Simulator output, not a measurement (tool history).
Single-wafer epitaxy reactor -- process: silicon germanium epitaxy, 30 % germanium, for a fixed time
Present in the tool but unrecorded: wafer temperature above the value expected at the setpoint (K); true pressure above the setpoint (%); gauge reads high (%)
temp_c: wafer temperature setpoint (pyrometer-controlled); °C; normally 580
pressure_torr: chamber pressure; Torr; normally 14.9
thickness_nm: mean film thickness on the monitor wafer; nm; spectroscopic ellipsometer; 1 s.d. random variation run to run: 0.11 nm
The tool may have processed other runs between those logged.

run      day  temp_c  pressure_torr  wafers since the last listed run  hours since the last pyrometer calibration  hours since the last manometer calibration  hours since the showerhead was replaced  hours since the gauge calibration  read-back reference wafer on the same gauge, thickness_nm  thickness_nm
  1        0     589           14.9                                 0                                      1025.6                                       846.4                                   4754.3                             2246.5                                                     35.978          43.6
  2    2.896     580           14.9                              1240                                      1095.1                                       915.9                                   4823.8                               2316                                                     35.981         35.81
  3    5.521     580           17.7                              1124                                      1158.1                                       978.9                                   4886.8                               2379                                                         36        37.693
  4    8.067     575           14.9                              1090                                      1219.2                                        1040                                   4947.9                             2440.1                                                     36.009        31.988
  5     11.4     570           14.9                              1427                                      1299.2                                        1120                                   5027.9                             2520.1                                                     36.015        28.508
  6   13.125     580           14.9                               738                                      1340.6                                      1161.4                                   5069.3                             2561.5                                                     36.003        35.545
  7   16.325     580           16.1                              1370                                      1417.4                                      1238.2                                   5146.1                             2638.3                                                     35.979        36.382
  8   19.883     580           16.1                              1523                                      1502.8                                      1323.6                                   5231.5                             2723.7                                                     36.019        36.227
      22.488  -- capacitance manometer re-zeroed and calibrated
  9   22.708     580           16.1                              1067                                      1570.6                                         5.3                                   5299.3                             2791.5                                                     36.011        37.307
 10   26.233     591           12.3                              1509                                      1655.2                                        89.9                                   5383.9                             2876.1                                                     36.004         43.36
 11   30.525     580           14.9                              1837                                      1758.2                                       192.9                                   5486.9                             2979.1                                                     35.996        36.289
 12   34.225     580           17.9                              1584                                        1847                                       281.7                                   5575.7                             3067.9                                                     35.994         38.31
      35.533  -- gauge calibrated
 13   38.133     580           17.8                              1673                                      1940.8                                       375.5                                   5669.5                               62.4                                                      36.01        38.414
 14   40.904     580           14.9                              1186                                      2007.3                                         442                                     5736                              128.9                                                     35.989        36.162
 15   42.667     591           14.9                               754                                      2049.6                                       484.3                                   5778.3                              171.2                                                     36.009         45.88
 16   46.762     580           14.9                              1754                                      2147.9                                       582.6                                   5876.6                              269.5                                                     35.983        35.688
      47.896  -- pyrometer calibrated
 17     50.3     580           13.5                              1372                                        57.7                                       667.5                                   5961.5                              354.4                                                     36.003        35.387
 18   54.138     587           14.9                              1643                                       149.8                                       759.6                                   6053.6                              446.5                                                     36.022        42.385
 19   55.917     573           12.1                               761                                       192.5                                       802.3                                   6096.3                              489.2                                                     35.998        29.168
 20   57.633     585           12.8                               735                                       233.7                                       843.5                                   6137.5                              530.4                                                      36.01        38.738
      60.246  -- showerhead replaced
 21   61.412     580           14.9                              1475                                       324.4                                       934.2                                       28                              621.1                                                      35.99        36.106
 22   65.479     566           17.4                              1741                                         422                                      1031.8                                    125.6                              718.7                                                     35.977        27.709
 23   69.288     580           17.3                              1630                                       513.4                                      1123.2                                      217                              810.1                                                     35.989        37.835
 24   72.658     585           16.8                              1443                                       594.3                                      1204.1                                    297.9                                891                                                     36.013        41.349
 25   74.321     595           18.4                               711                                       634.2                                        1244                                    337.8                              930.9                                                     36.007        52.877
      75.704  -- capacitance manometer re-zeroed and calibrated
 26   76.062     586           11.6                               603                                         676                                         8.6                                    379.6                              972.7                                                     35.993        38.587
 27     80.5     580           14.9                              1900                                       782.5                                       115.1                                    486.1                             1079.2                                                     36.005        36.611
 28   82.079     580           13.6                               676                                       820.4                                         153                                      524                             1117.1                                                     36.013        35.613
 29   85.192     580           14.9                              1332                                       895.1                                       227.7                                    598.7                             1191.8                                                     36.018        36.807
 30   88.267     580           13.1                              1316                                       968.9                                       301.5                                    672.5                             1265.6                                                     36.011         35.02
 31   92.483     569           12.1                              1805                                      1070.1                                       402.7                                    773.7                             1366.8                                                         36        26.859
 32   95.846     580           14.9                              1440                                      1150.8                                       483.4                                    854.4                             1447.5                                                     35.991        36.383
 33   97.938     580           17.6                               895                                        1201                                       533.6                                    904.6                             1497.7                                                     36.015        38.693
 34  100.354     586           17.1                              1034                                        1259                                       591.6                                    962.6                             1555.7                                                     36.012        43.344
 35  102.833     575           17.9                              1061                                      1318.5                                       651.1                                   1022.1                             1615.2                                                     35.982        34.324

Had the tool no unlogged condition, and each run kept its random variation, what would the results have been?
run  thickness_nm
  1        44.477
  2        36.629
  3        38.652
  4         32.89
  5        29.423
  6        36.751
  7        37.765
  8        37.779
  9        37.588
 10        43.722
 11        36.671
 12        38.786
 13        38.982
 14        36.765
 15        46.681
 16        36.447
 17        35.558
 18        42.681
 19        29.406
 20        39.098
 21        36.545
 22        28.143
 23        38.561
 24        42.287
 25        54.171
 26        38.519
 27        36.577
 28        35.595
 29        36.822
 30        35.074
 31        26.956
 32        36.575
 33        38.946
 34        43.691
 35        34.668
